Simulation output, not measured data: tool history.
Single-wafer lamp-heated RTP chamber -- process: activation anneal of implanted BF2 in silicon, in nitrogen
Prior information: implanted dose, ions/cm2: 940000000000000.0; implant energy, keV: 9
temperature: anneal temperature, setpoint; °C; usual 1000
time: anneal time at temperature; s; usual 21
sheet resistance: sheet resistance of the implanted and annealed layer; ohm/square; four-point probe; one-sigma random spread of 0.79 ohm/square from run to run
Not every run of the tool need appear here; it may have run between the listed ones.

run      day  temperature  time  wafers since the last listed run  wafers since the last pyrometer calibration  wafers since the reflector plate was cleaned  hours since the gauge calibration  read-back reference wafer on the same gauge, sheet resistance  sheet resistance
  1    0.000         1000    28                                 0                                         4753                                          6626                             1744.2                                                         231.03            212.59
  2    3.233         1000    28                              1279                                         6032                                          7905                             1821.8                                                         230.94            211.41
       5.133  -- reflector plate cleaned
  3    6.288         1000    21                              1076                                         7108                                           456                             1895.1                                                         231.09            227.93
  4   10.350          978    30                              1607                                         8715                                          2063                             1992.6                                                         231.08            258.11
      12.971  -- pyrometer window cleaned and pyrometer calibrated
  5   13.629          978    30                              1165                                          260                                          3229                             2071.3                                                         230.92            258.70
  6   23.400          978    30                              3865                                         4126                                          7094                             2305.8                                                         230.96            259.64
  7   24.983         1000    21                               626                                         4752                                          7721                             2343.8                                                         230.98            227.11
      26.558  -- reflector plate cleaned
  8   27.454         1000    21                               845                                         5598                                           354                             2403.1                                                         230.84            227.06
  9   34.854         1000    21                              2927                                         8526                                          3282                             2580.7                                                         231.43            226.50
      36.138  -- pyrometer window cleaned and pyrometer calibrated
 10   37.662         1000    21                               979                                          603                                          4261                             2648.1                                                         231.27            226.28
 11   41.500         1000    21                              1518                                         2122                                          5779                             2740.2                                                         231.60            227.12
 12   49.554         1000    15                              3186                                         5308                                          8966                             2933.5                                                         230.80            243.91
      49.733  -- gauge calibrated
      52.638  -- reflector plate cleaned
 13   52.658         1000    21                              1096                                         6404                                             7                               70.2                                                         231.05            226.08
      55.946  -- pyrometer window cleaned and pyrometer calibrated
 14   55.992         1019    13                              1186                                           18                                          1194                              150.2                                                         231.15            217.80
 15   59.017         1000    21                              1196                                         1215                                          2391                              222.8                                                         230.81            226.49
 16   64.754         1012    14                              2269                                         3485                                          4661                              360.5                                                         230.75            224.80
 17   68.104          989    26                              1325                                         4810                                          5986                              440.9                                                         230.85            239.64
      78.100  -- pyrometer window cleaned and pyrometer calibrated
      79.167  -- reflector plate cleaned
 18   79.221          990    21                              4134                                          311                                            21                              707.7                                                         230.65            249.78
 19   83.142         1022    21                              1551                                         1862                                          1573                              801.8                                                         231.04            189.74
 20   86.396          983    17                              1287                                         3149                                          2860                              879.9                                                         231.02            276.98
 21   89.208         1000    21                              1112                                         4262                                          3973                              947.4                                                         231.32            228.06
 22   97.862         1024    21                              3423                                         7686                                          7397                             1155.1                                                         231.36            187.84
      98.975  -- pyrometer window cleaned and pyrometer calibrated
 23  101.488          983    30                              1302                                          993                                          8699                             1242.1                                                         230.40            246.61
     102.162  -- reflector plate cleaned
 24  105.962         1000    10                              1638                                         2631                                          1503                             1349.5                                                         230.86            266.11
 25  108.992         1000    21                              1198                                         3830                                          2701                             1422.2                                                         231.08            228.14
 26  113.329         1022    11                              1716                                         5546                                          4417                             1526.3                                                         231.00            220.32
 27  115.500          972    21                               858                                         6405                                          5276                             1578.4                                                         230.95            296.10

What if the next run were any one of these 4? Each begins from the tool's condition after run 27:
  A  115.517         1000    21                                 6                                         6411                                          5283                             1578.8                                                              ?                 ?
  B  115.517         1025    29                                 6                                         6411                                          5283                             1578.8                                                              ?                 ?
  C  115.517         1021    24                                 6                                         6411                                          5283                             1578.8                                                              ?                 ?
  D  115.517         1000    12                                 6                                         6411                                          5283                             1578.8                                                              ?                 ?

run  read-back reference wafer on the same gauge, sheet resistance  sheet resistance
  A                                                         230.99            227.27
  B                                                         230.99            174.26
  C                                                         230.99            185.81
  D                                                         230.99            257.52
What these runs would have given with no unlogged condition in the tool:
run  sheet resistance
  A            227.27
  B            174.26
  C            185.81
  D            257.52

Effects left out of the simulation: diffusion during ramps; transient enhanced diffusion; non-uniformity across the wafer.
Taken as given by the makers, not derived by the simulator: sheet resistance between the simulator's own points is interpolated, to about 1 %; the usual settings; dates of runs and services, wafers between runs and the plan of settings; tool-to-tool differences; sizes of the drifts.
